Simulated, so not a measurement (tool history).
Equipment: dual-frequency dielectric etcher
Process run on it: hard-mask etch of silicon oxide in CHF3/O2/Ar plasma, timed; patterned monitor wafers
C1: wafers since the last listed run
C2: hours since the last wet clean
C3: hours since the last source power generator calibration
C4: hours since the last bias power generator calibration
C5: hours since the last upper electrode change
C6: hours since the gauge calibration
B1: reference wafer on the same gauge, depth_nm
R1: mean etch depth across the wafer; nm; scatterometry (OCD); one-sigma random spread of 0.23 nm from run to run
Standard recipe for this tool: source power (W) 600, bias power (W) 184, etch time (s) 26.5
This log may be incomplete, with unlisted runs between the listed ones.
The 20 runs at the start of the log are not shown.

-- hour=550.7 bias power generator calibrated
run 21 hour=558.1 | source_power_(W)=600 bias_power_(W)=145 etch_time_(s)=26.5 | C1=317 C2=129.7 C3=81.1 C4=7.4 C5=77.5 C6=240.7 | B1=48 | R1=48.3
run 22 hour=574.7 | source_power_(W)=490 bias_power_(W)=196 etch_time_(s)=26.5 | C1=282 C2=146.3 C3=97.7 C4=24 C5=94.1 C6=257.3 | B1=48.1 | R1=47.9
run 23 hour=589.4 | source_power_(W)=600 bias_power_(W)=184 etch_time_(s)=26.5 | C1=249 C2=161 C3=112.4 C4=38.7 C5=108.8 C6=272 | B1=48.2 | R1=51.9
run 24 hour=620.4 | source_power_(W)=740 bias_power_(W)=144 etch_time_(s)=21 | C1=526 C2=192 C3=143.4 C4=69.7 C5=139.8 C6=303 | B1=48 | R1=41.6
run 25 hour=646.7 | source_power_(W)=600 bias_power_(W)=168 etch_time_(s)=21.5 | C1=446 C2=218.3 C3=169.7 C4=96 C5=166.1 C6=329.3 | B1=48.1 | R1=40.8
run 26 hour=670.6 | source_power_(W)=510 bias_power_(W)=168 etch_time_(s)=33 | C1=406 C2=242.2 C3=193.6 C4=119.9 C5=190 C6=353.2 | B1=48.1 | R1=57.8
run 27 hour=692.7 | source_power_(W)=600 bias_power_(W)=184 etch_time_(s)=26.5 | C1=375 C2=264.3 C3=215.7 C4=142 C5=212.1 C6=375.3 | B1=48 | R1=51.1
run 28 hour=711.3 | source_power_(W)=690 bias_power_(W)=209 etch_time_(s)=26.5 | C1=316 C2=282.9 C3=234.3 C4=160.6 C5=230.7 C6=393.9 | B1=48.1 | R1=56.6
run 29 hour=733.9 | source_power_(W)=710 bias_power_(W)=200 etch_time_(s)=31 | C1=384 C2=305.5 C3=256.9 C4=183.2 C5=253.3 C6=416.5 | B1=48.2 | R1=66
run 30 hour=748.6 | source_power_(W)=510 bias_power_(W)=169 etch_time_(s)=32 | C1=249 C2=320.2 C3=271.6 C4=197.9 C5=268 C6=431.2 | B1=48 | R1=56.1
run 31 hour=769 | source_power_(W)=600 bias_power_(W)=205 etch_time_(s)=26.5 | C1=346 C2=340.6 C3=292 C4=218.3 C5=288.4 C6=451.6 | B1=48 | R1=52.7

Forecast each of these 3 alternatives for the next run:
run A hour=769.4 | source_power_(W)=550 bias_power_(W)=184 etch_time_(s)=26.5 | C1=6 C2=341 C3=292.4 C4=218.7 C5=288.8 C6=452 | B1=? | R1=?
run B hour=769.4 | source_power_(W)=680 bias_power_(W)=163 etch_time_(s)=26.5 | C1=6 C2=341 C3=292.4 C4=218.7 C5=288.8 C6=452 | B1=? | R1=?
run C hour=769.4 | source_power_(W)=540 bias_power_(W)=217 etch_time_(s)=26.5 | C1=6 C2=341 C3=292.4 C4=218.7 C5=288.8 C6=452 | B1=? | R1=?

run=A B1=48.1 R1=49.2
run=B B1=48.1 R1=52.1
run=C B1=48.1 R1=51.2
Without the tool's unlogged condition, the same runs would have read:
run=A R1=49.8
run=B R1=52.8
run=C R1=51.8

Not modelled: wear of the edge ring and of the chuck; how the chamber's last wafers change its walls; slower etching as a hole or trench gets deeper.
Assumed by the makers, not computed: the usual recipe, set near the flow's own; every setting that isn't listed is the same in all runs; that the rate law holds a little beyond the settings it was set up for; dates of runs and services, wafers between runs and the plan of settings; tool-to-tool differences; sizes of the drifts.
